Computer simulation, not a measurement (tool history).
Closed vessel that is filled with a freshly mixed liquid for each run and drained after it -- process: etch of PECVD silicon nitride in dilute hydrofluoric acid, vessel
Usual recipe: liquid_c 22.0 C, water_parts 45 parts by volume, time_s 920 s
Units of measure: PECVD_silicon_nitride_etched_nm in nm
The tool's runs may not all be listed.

| run | hour | liquid_c | water_parts | time_s | read-back film thickness of the PECVD silicon nitride reference wafer, read on the same gauge (nm) | PECVD_silicon_nitride_etched_nm |
|---|---|---|---|---|---|---|
| 1 | 0.0 | 22.0 | 45 | 920 | 49.98 | 58.10 |
| 2 | 62.5 | 22.0 | 45 | 920 | 49.97 | 58.17 |
| 3 | 112.2 | 22.0 | 45 | 1060 | 50.04 | 67.36 |
| 4 | 153.1 | 18.5 | 45 | 920 | 50.00 | 46.52 |
| 5 | 180.1 | 18.5 | 45 | 920 | 50.02 | 47.08 |
| 6 | 239.0 | 22.0 | 45 | 1340 | 49.99 | 86.53 |
| 7 | 284.4 | 22.0 | 45 | 1340 | 49.99 | 87.72 |
|  | 320.1 | thermometer replaced |
| 8 | 332.5 | 18.0 | 60 | 665 | 50.00 | 27.28 |
|  | 355.3 | hydrofluoric acid flow meter replaced |
| 9 | 372.8 | 24.0 | 65 | 1365 | 49.99 | 76.43 |
|  | 393.0 | gauge calibrated |
| 10 | 410.8 | 25.5 | 30 | 520 | 49.96 | 69.54 |
|  | 422.6 | thermometer replaced, repeated, since the last time left the tool worse |
| 11 | 466.5 | 22.0 | 45 | 920 | 49.97 | 53.32 |
| 12 | 501.3 | 22.0 | 45 | 1290 | 50.02 | 73.35 |
| 13 | 546.3 | 19.0 | 30 | 920 | 49.99 | 63.85 |
| 14 | 584.0 | 20.0 | 55 | 1220 | 49.99 | 51.17 |

Run-by-run hidden state of the tool:
hydrofluoric acid flow below the setpoint (%): 0 on each run
gauge reads high (%): 0 on each run
H1: liquid hotter than its thermometer reads (K)
| run | H1 |
|---|---|
| 1 | 1.51 |
| 2 | 1.59 |
| 3 | 1.64 |
| 4 | 1.69 |
| 5 | 1.72 |
| 6 | 1.79 |
| 7 | 1.84 |
| 8 | 3.15 |
| 9 | 3.2 |
| 10 | 3.24 |
| 11 | 0.103 |
| 12 | 0.143 |
| 13 | 0.195 |
| 14 | 0.238 |
